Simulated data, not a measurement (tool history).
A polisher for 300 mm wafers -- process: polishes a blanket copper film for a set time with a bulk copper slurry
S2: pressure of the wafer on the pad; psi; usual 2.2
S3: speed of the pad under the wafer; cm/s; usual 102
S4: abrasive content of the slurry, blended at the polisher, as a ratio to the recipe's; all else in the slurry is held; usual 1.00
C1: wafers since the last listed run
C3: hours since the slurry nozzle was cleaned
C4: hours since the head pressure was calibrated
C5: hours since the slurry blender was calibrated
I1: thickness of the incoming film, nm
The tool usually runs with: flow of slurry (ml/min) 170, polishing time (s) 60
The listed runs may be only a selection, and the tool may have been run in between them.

run 1 hour=0.0 | flow_of_slurry_(ml/min)=170 S2=2.2 S3=102 S4=1.00 polishing_time_(s)=60 | C1=0 wafers_polished_on_this_pad=5081 C3=62.7 C4=573.8 C5=392.4 | I1=3055.6 | film_removed_(nm)=392.5
-- hour=66.4 worn pad replaced by a new one
-- hour=134.9 slurry blender recalibrated
run 2 hour=260.2 | flow_of_slurry_(ml/min)=170 S2=2.2 S3=102 S4=1.00 polishing_time_(s)=60 | C1=2470 wafers_polished_on_this_pad=1863 C3=322.9 C4=834.0 C5=125.3 | I1=3060.7 | film_removed_(nm)=381.0
run 3 hour=325.6 | flow_of_slurry_(ml/min)=170 S2=2.2 S3=102 S4=1.10 polishing_time_(s)=60 | C1=635 wafers_polished_on_this_pad=2498 C3=388.3 C4=899.4 C5=190.7 | I1=3043.1 | film_removed_(nm)=383.0
run 4 hour=513.3 | flow_of_slurry_(ml/min)=170 S2=2.2 S3=102 S4=1.10 polishing_time_(s)=60 | C1=1824 wafers_polished_on_this_pad=4322 C3=576.0 C4=1087.1 C5=378.4 | I1=3104.2 | film_removed_(nm)=381.4
-- hour=557.5 worn pad replaced by a new one
-- hour=579.6 head pressure recalibrated
run 5 hour=603.1 | flow_of_slurry_(ml/min)=170 S2=2.2 S3=102 S4=1.00 polishing_time_(s)=64 | C1=814 wafers_polished_on_this_pad=424 C3=665.8 C4=23.5 C5=468.2 | I1=3017.7 | film_removed_(nm)=400.2
run 6 hour=662.3 | flow_of_slurry_(ml/min)=170 S2=2.2 S3=102 S4=1.00 polishing_time_(s)=64 | C1=575 wafers_polished_on_this_pad=999 C3=725.0 C4=82.7 C5=527.4 | I1=3077.1 | film_removed_(nm)=389.3
-- hour=683.4 slurry nozzle cleaned
-- hour=690.7 slurry blender recalibrated
run 7 hour=744.4 | flow_of_slurry_(ml/min)=170 S2=2.2 S3=102 S4=1.00 polishing_time_(s)=64 | C1=768 wafers_polished_on_this_pad=1767 C3=61.0 C4=164.8 C5=53.7 | I1=3058.0 | film_removed_(nm)=422.5
run 8 hour=817.1 | flow_of_slurry_(ml/min)=170 S2=2.2 S3=102 S4=1.00 polishing_time_(s)=60 | C1=706 wafers_polished_on_this_pad=2474 C3=133.7 C4=237.5 C5=126.4 | I1=3101.3 | film_removed_(nm)=399.3
run 9 hour=910.0 | flow_of_slurry_(ml/min)=170 S2=2.4 S3=102 S4=1.00 polishing_time_(s)=60 | C1=902 wafers_polished_on_this_pad=3377 C3=226.6 C4=330.4 C5=219.3 | I1=3079.6 | film_removed_(nm)=417.5
run 10 hour=963.8 | flow_of_slurry_(ml/min)=170 S2=2.4 S3=102 S4=1.00 polishing_time_(s)=60 | C1=522 wafers_polished_on_this_pad=3900 C3=280.4 C4=384.2 C5=273.1 | I1=3063.3 | film_removed_(nm)=405.9
run 11 hour=1014.9 | flow_of_slurry_(ml/min)=140 S2=2.2 S3=102 S4=1.00 polishing_time_(s)=60 | C1=496 wafers_polished_on_this_pad=4396 C3=331.5 C4=435.3 C5=324.2 | I1=3091.6 | film_removed_(nm)=375.4
run 12 hour=1057.3 | flow_of_slurry_(ml/min)=140 S2=2.2 S3=102 S4=1.00 polishing_time_(s)=60 | C1=412 wafers_polished_on_this_pad=4808 C3=373.9 C4=477.7 C5=366.6 | I1=3035.4 | film_removed_(nm)=364.0
-- hour=1107.7 worn pad replaced by a new one
run 13 hour=1150.8 | flow_of_slurry_(ml/min)=170 S2=2.2 S3=102 S4=1.00 polishing_time_(s)=60 | C1=869 wafers_polished_on_this_pad=419 C3=467.4 C4=571.2 C5=460.1 | I1=3053.5 | film_removed_(nm)=376.7
run 14 hour=1190.9 | flow_of_slurry_(ml/min)=170 S2=2.5 S3=102 S4=1.00 polishing_time_(s)=54 | C1=389 wafers_polished_on_this_pad=808 C3=507.5 C4=611.3 C5=500.2 | I1=3109.2 | film_removed_(nm)=374.5
-- hour=1279.6 slurry blender recalibrated
run 15 hour=1297.6 | flow_of_slurry_(ml/min)=170 S2=2.5 S3=102 S4=1.00 polishing_time_(s)=54 | C1=1017 wafers_polished_on_this_pad=1826 C3=614.2 C4=718.0 C5=18.0 | I1=3031.6 | film_removed_(nm)=385.4
run 16 hour=1380.4 | flow_of_slurry_(ml/min)=170 S2=2.2 S3=102 S4=1.00 polishing_time_(s)=80 | C1=804 wafers_polished_on_this_pad=2630 C3=697.0 C4=800.8 C5=100.8 | I1=3071.8 | film_removed_(nm)=506.6
run 17 hour=1430.6 | flow_of_slurry_(ml/min)=140 S2=1.9 S3=102 S4=0.75 polishing_time_(s)=77 | C1=487 wafers_polished_on_this_pad=3118 C3=747.2 C4=851.0 C5=151.0 | I1=3071.3 | film_removed_(nm)=367.0
run 18 hour=1500.6 | flow_of_slurry_(ml/min)=170 S2=1.6 S3=118 S4=1.15 polishing_time_(s)=60 | C1=680 wafers_polished_on_this_pad=3799 C3=817.2 C4=921.0 C5=221.0 | I1=3078.8 | film_removed_(nm)=311.0
run 19 hour=1539.5 | flow_of_slurry_(ml/min)=170 S2=2.2 S3=102 S4=1.00 polishing_time_(s)=60 | C1=378 wafers_polished_on_this_pad=4177 C3=856.1 C4=959.9 C5=259.9 | I1=3064.9 | film_removed_(nm)=369.8
run 20 hour=1634.4 | flow_of_slurry_(ml/min)=145 S2=2.9 S3=102 S4=1.00 polishing_time_(s)=60 | C1=922 wafers_polished_on_this_pad=5099 C3=951.0 C4=1054.8 C5=354.8 | I1=3063.0 | film_removed_(nm)=461.6
-- hour=1640.0 slurry nozzle cleaned
-- hour=1675.6 worn pad replaced by a new one
run 21 hour=1740.3 | flow_of_slurry_(ml/min)=170 S2=2.2 S3=120 S4=1.00 polishing_time_(s)=45 | C1=980 wafers_polished_on_this_pad=629 C3=100.3 C4=1160.7 C5=460.7 | I1=3047.6 | film_removed_(nm)=339.5
-- hour=1747.3 slurry blender recalibrated
run 22 hour=1800.2 | flow_of_slurry_(ml/min)=170 S2=2.2 S3=102 S4=1.00 polishing_time_(s)=60 | C1=562 wafers_polished_on_this_pad=1191 C3=160.2 C4=1220.6 C5=52.9 | I1=3060.1 | film_removed_(nm)=397.6
run 23 hour=1867.7 | flow_of_slurry_(ml/min)=170 S2=2.2 S3=112 S4=1.00 polishing_time_(s)=60 | C1=655 wafers_polished_on_this_pad=1847 C3=227.7 C4=1288.1 C5=120.4 | I1=3021.5 | film_removed_(nm)=423.4
run 24 hour=1974.4 | flow_of_slurry_(ml/min)=170 S2=2.2 S3=102 S4=1.00 polishing_time_(s)=50 | C1=1036 wafers_polished_on_this_pad=2884 C3=334.4 C4=1394.8 C5=227.1 | I1=3107.2 | film_removed_(nm)=320.4
run 25 hour=2029.3 | flow_of_slurry_(ml/min)=170 S2=2.2 S3=84 S4=1.00 polishing_time_(s)=60 | C1=533 wafers_polished_on_this_pad=3418 C3=389.3 C4=1449.7 C5=282.0 | I1=3064.0 | film_removed_(nm)=316.9
-- hour=2058.2 head pressure recalibrated
run 26 hour=2085.5 | flow_of_slurry_(ml/min)=170 S2=2.2 S3=102 S4=1.00 polishing_time_(s)=60 | C1=526 wafers_polished_on_this_pad=3944 C3=445.5 C4=27.3 C5=338.2 | I1=3114.1 | film_removed_(nm)=373.3
run 27 hour=2171.5 | flow_of_slurry_(ml/min)=170 S2=2.4 S3=102 S4=1.00 polishing_time_(s)=60 | C1=835 wafers_polished_on_this_pad=4780 C3=531.5 C4=113.3 C5=424.2 | I1=3082.2 | film_removed_(nm)=405.6
-- hour=2194.5 worn pad replaced by a new one
run 28 hour=2213.4 | flow_of_slurry_(ml/min)=170 S2=2.2 S3=102 S4=0.85 polishing_time_(s)=46 | C1=368 wafers_polished_on_this_pad=184 C3=573.4 C4=155.2 C5=466.1 | I1=3089.5 | film_removed_(nm)=271.2
-- hour=2265.6 slurry blender recalibrated
run 29 hour=2309.6 | flow_of_slurry_(ml/min)=170 S2=2.2 S3=102 S4=1.00 polishing_time_(s)=60 | C1=915 wafers_polished_on_this_pad=1099 C3=669.6 C4=251.4 C5=44.0 | I1=3075.9 | film_removed_(nm)=376.4
-- hour=2489.9 slurry nozzle cleaned
run 30 hour=2628.3 | flow_of_slurry_(ml/min)=170 S2=1.9 S3=132 S4=0.90 polishing_time_(s)=60 | C1=3087 wafers_polished_on_this_pad=4186 C3=138.4 C4=570.1 C5=362.7 | I1=3075.4 | film_removed_(nm)=432.5

Branching from run 30: 4 alternative next runs. What would each branch give?
run A hour=2628.7 | flow_of_slurry_(ml/min)=170 S2=2.2 S3=102 S4=1.00 polishing_time_(s)=60 | C1=3 wafers_polished_on_this_pad=4190 C3=138.8 C4=570.5 C5=363.1 | I1=3060.0 | film_removed_(nm)=?
run B hour=2628.7 | flow_of_slurry_(ml/min)=140 S2=2.2 S3=102 S4=0.70 polishing_time_(s)=73 | C1=3 wafers_polished_on_this_pad=4190 C3=138.8 C4=570.5 C5=363.1 | I1=3060.0 | film_removed_(nm)=?
run C hour=2628.7 | flow_of_slurry_(ml/min)=205 S2=2.2 S3=84 S4=1.00 polishing_time_(s)=60 | C1=3 wafers_polished_on_this_pad=4190 C3=138.8 C4=570.5 C5=363.1 | I1=3060.0 | film_removed_(nm)=?
run D hour=2628.7 | flow_of_slurry_(ml/min)=110 S2=1.8 S3=116 S4=1.00 polishing_time_(s)=74 | C1=3 wafers_polished_on_this_pad=4190 C3=138.8 C4=570.5 C5=363.1 | I1=3060.0 | film_removed_(nm)=?

run=A film_removed_(nm)=376.6
run=B film_removed_(nm)=420.7
run=C film_removed_(nm)=318.8
run=D film_removed_(nm)=400.4
Take away the tool's hidden state, keep each run's random variation, and the runs would have read:
run=A film_removed_(nm)=389.4
run=B film_removed_(nm)=437.2
run=C film_removed_(nm)=328.1
run=D film_removed_(nm)=419.2
